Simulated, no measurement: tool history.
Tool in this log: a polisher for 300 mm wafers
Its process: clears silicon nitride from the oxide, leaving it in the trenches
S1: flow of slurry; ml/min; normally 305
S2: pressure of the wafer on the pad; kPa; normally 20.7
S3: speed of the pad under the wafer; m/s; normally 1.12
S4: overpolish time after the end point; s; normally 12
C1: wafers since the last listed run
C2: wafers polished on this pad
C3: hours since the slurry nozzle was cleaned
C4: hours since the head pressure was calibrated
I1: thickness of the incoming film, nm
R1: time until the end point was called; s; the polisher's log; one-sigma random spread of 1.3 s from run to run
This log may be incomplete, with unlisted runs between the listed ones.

Run 1, hour 0.0: usual settings; C1 0; C2 941; C3 65.3; C4 796.2; I1 140.9. Result: R1 135.9 s.
Run 2, hour 67.9: usual settings; C1 504; C2 1445; C3 133.2; C4 864.1; I1 139.8. Result: R1 134.0 s.
At hour 120.4: worn pad replaced by a new one.
Run 3, hour 135.7: usual settings; C1 473; C2 113; C3 201.0; C4 931.9; I1 139.5. Result: R1 138.4 s.
At hour 193.0: slurry nozzle cleaned.
Run 4, hour 218.5: usual settings; C1 607; C2 720; C3 25.5; C4 1014.7; I1 139.2. Result: R1 137.2 s.
Run 5, hour 280.9: usual settings; C1 463; C2 1184; C3 87.9; C4 1077.1; I1 141.0. Result: R1 146.0 s.
At hour 348.9: worn pad replaced by a new one.
Run 6, hour 358.9: usual settings but S2 15.2 kPa; C1 549; C2 74; C3 165.9; C4 1155.1; I1 139.8. Result: R1 198.5 s.
At hour 402.8: slurry nozzle cleaned, repeated, since the last time left the tool worse.
Run 7, hour 415.7: usual settings but S2 15.2 kPa; C1 414; C2 488; C3 12.9; C4 1211.9; I1 137.8. Result: R1 181.4 s.
At hour 454.5: head pressure recalibrated.
Run 8, hour 511.1: usual settings but S2 15.2 kPa; C1 693; C2 1182; C3 108.3; C4 56.6; I1 143.0. Result: R1 187.9 s.
At hour 603.9: worn pad replaced by a new one.
Run 9, hour 604.4: usual settings but S4 6 s; C1 663; C2 3; C3 201.6; C4 149.9; I1 141.3. Result: R1 136.2 s.
At hour 643.7: slurry nozzle cleaned.
Run 10, hour 751.4: usual settings but S1 205 ml/min; C1 1084; C2 1087; C3 107.7; C4 296.9; I1 139.2. Result: R1 144.4 s.
At hour 847.7: worn pad replaced by a new one.
Run 11, hour 858.1: usual settings but S2 15.2 kPa, S3 0.92 m/s, S4 7 s; C1 762; C2 77; C3 214.4; C4 403.6; I1 140.1. Result: R1 215.9 s.
At hour 920.6: slurry nozzle cleaned.
Run 12, hour 922.8: usual settings; C1 473; C2 550; C3 2.2; C4 468.3; I1 138.3. Result: R1 131.8 s.
Run 13, hour 1023.4: usual settings but S1 380 ml/min, S2 27.6 kPa; C1 747; C2 1297; C3 102.8; C4 568.9; I1 143.1. Result: R1 100.3 s.
At hour 1106.6: worn pad replaced by a new one.
Run 14, hour 1116.5: usual settings; C1 661; C2 73; C3 195.9; C4 662.0; I1 137.2. Result: R1 135.3 s.
Run 15, hour 1170.5: usual settings but S4 14 s; C1 400; C2 474; C3 249.9; C4 716.0; I1 140.4. Result: R1 138.1 s.
At hour 1180.1: slurry nozzle cleaned.
Run 16, hour 1264.1: usual settings but S2 24.1 kPa; C1 687; C2 1161; C3 84.0; C4 809.6; I1 139.8. Result: R1 114.6 s.

What was the tool's hidden state at every run in the log?
removal rate lost through wear of the pad, %: 0 across all the runs
deviation of the head's pressure from its setpoint, %: 0 across all the runs
H1: slurry flow missing at the pad, %
run    H1
  1  5.58
  2  11.4
  3  17.1
  4  36.7
  5    42
  6  48.7
  7  3.05
  8  11.2
  9  19.1
 10  11.1
 11  20.2
 12  1.28
 13  9.83
 14  17.7
 15  22.3
 16  10.3

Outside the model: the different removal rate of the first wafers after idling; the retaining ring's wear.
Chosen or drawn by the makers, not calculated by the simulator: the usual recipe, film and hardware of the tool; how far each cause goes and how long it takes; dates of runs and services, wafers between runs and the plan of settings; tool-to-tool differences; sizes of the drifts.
